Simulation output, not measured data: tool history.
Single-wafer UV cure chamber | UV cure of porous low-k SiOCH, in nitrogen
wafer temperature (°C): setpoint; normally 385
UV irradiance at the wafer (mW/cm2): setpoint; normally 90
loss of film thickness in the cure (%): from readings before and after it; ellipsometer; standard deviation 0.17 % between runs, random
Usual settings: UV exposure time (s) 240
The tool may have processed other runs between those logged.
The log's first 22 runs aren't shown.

run,hour,wafer temperature (°C),UV exposure time (s),UV irradiance at the wafer (mW/cm2),wafers since the last listed run,hours since the UV bulbs were replaced,wafers since the quartz window was cleaned,loss of film thickness in the cure (%)
23,589.4,385,240,90,102,2976.6,311,11.558
24,604.4,385,240,113,92,2991.6,403,12.658
25,620.5,379,240,90,98,3007.7,502,11.317
26,634.6,385,240,90,86,3021.8,589,11.609
# hour 654.1: UV bulbs replaced
27,666.5,385,240,90,146,12.4,735,14.442
28,686.6,394,240,78,123,32.5,859,13.494
29,706.7,366,300,90,123,52.6,982,15.060
30,738.7,378,105,90,196,84.6,1178,9.560
31,765.1,385,110,90,162,111.0,1340,9.855
32,786.2,385,130,90,129,132.1,1470,10.691
33,815.7,368,370,104,181,161.6,1651,16.316
34,830.1,385,185,90,88,176.0,1739,12.314
35,860.7,385,240,90,187,206.6,1927,13.851
36,895.2,385,330,58,211,241.1,2139,13.134
37,912.8,373,200,115,108,258.7,2247,13.595

Predict each of these 3 candidate next runs independently; none follows another, all start after run 37:
A,913.3,385,240,90,3,259.2,2250,?
B,913.3,402,165,121,3,259.2,2250,?
C,913.3,366,195,54,3,259.2,2250,?

run,loss of film thickness in the cure (%)
A,13.606
B,13.542
C,9.488
The same runs, with their run-to-run variation unchanged, on a tool lacking any hidden condition would have given:
run,loss of film thickness in the cure (%)
A,14.142
B,14.077
C,9.993

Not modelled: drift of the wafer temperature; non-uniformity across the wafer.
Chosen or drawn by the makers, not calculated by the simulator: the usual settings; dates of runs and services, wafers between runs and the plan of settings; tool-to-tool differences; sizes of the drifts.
